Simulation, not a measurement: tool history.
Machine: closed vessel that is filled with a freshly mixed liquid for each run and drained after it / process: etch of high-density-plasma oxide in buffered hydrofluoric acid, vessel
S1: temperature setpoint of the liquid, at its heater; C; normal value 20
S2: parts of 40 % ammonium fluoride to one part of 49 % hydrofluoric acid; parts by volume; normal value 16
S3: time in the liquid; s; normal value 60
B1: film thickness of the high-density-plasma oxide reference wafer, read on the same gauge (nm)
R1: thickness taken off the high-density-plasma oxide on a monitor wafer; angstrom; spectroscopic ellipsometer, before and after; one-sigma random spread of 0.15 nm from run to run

run 1 hour=0 | S1=20 S2=19.5 S3=60 | B1=59.97 | R1=320.6
run 2 hour=105 | S1=23 S2=16 S3=60 | B1=59.98 | R1=463.2
run 3 hour=150.6 | S1=20 S2=16 S3=60 | B1=60 | R1=389.8
run 4 hour=221.3 | S1=20 S2=16 S3=60 | B1=60 | R1=390
run 5 hour=264.8 | S1=20 S2=18 S3=60 | B1=59.94 | R1=349.1
run 6 hour=322.6 | S1=20 S2=16 S3=60 | B1=60 | R1=393.2
run 7 hour=386.5 | S1=20 S2=16 S3=60 | B1=60.03 | R1=391.3
run 8 hour=447 | S1=20 S2=16 S3=85 | B1=60 | R1=555.7
-- hour=467.4 gauge calibrated
run 9 hour=493.7 | S1=20 S2=20 S3=60 | B1=59.98 | R1=315.6
run 10 hour=530.7 | S1=20 S2=20 S3=60 | B1=59.97 | R1=317.1
run 11 hour=581.7 | S1=20 S2=20 S3=60 | B1=60.04 | R1=317.4
run 12 hour=643.8 | S1=20 S2=16 S3=60 | B1=60.02 | R1=392.6
run 13 hour=680.7 | S1=20 S2=16 S3=40 | B1=59.98 | R1=262.1
-- hour=699.5 thermometer replaced
-- hour=704.8 hydrofluoric acid flow meter replaced
run 14 hour=714.7 | S1=20 S2=16 S3=40 | B1=59.97 | R1=249
run 15 hour=743.3 | S1=25 S2=13 S3=60 | B1=59.99 | R1=606.8
run 16 hour=788.1 | S1=20 S2=16 S3=60 | B1=60.03 | R1=373.7
run 17 hour=817.2 | S1=20 S2=10.5 S3=90 | B1=60.01 | R1=849.8
run 18 hour=879 | S1=20 S2=14 S3=75 | B1=60.01 | R1=536.7
run 19 hour=921.1 | S1=20 S2=18.5 S3=60 | B1=59.97 | R1=326.9
run 20 hour=991.7 | S1=20 S2=16 S3=60 | B1=60.07 | R1=374.7
run 21 hour=1032.6 | S1=22 S2=16 S3=60 | B1=59.99 | R1=421.3
run 22 hour=1056.9 | S1=17 S2=16 S3=60 | B1=60.01 | R1=318.4
run 23 hour=1083.9 | S1=20 S2=16 S3=60 | B1=60.02 | R1=375.8
run 24 hour=1146 | S1=20 S2=11.5 S3=60 | B1=59.99 | R1=523.2
run 25 hour=1235.3 | S1=21.5 S2=20.5 S3=40 | B1=60 | R1=217.2
run 26 hour=1270.1 | S1=20 S2=16 S3=35 | B1=59.99 | R1=222.8
run 27 hour=1298.7 | S1=20 S2=21.5 S3=85 | B1=60.02 | R1=411.6
run 28 hour=1340.4 | S1=23 S2=16 S3=40 | B1=59.97 | R1=299.5

Forecast each of these 5 alternatives for the next run:
run A hour=1341.1 | S1=20 S2=10.5 S3=60 | B1=? | R1=?
run B hour=1341.1 | S1=17.5 S2=16 S3=60 | B1=? | R1=?
run C hour=1341.1 | S1=25 S2=19 S3=85 | B1=? | R1=?
run D hour=1341.1 | S1=21.5 S2=19 S3=50 | B1=? | R1=?
run E hour=1341.1 | S1=23 S2=19.5 S3=60 | B1=? | R1=?

run=A B1=60 R1=567.9
run=B B1=60 R1=326.4
run=C B1=60 R1=591.8
run=D B1=60 R1=287.3
run=E B1=60 R1=365.1
Without the tool's unlogged condition, the same runs would have read:
run=A R1=560.4
run=B R1=322
run=C R1=584.5
run=D R1=283.7
run=E R1=360.5
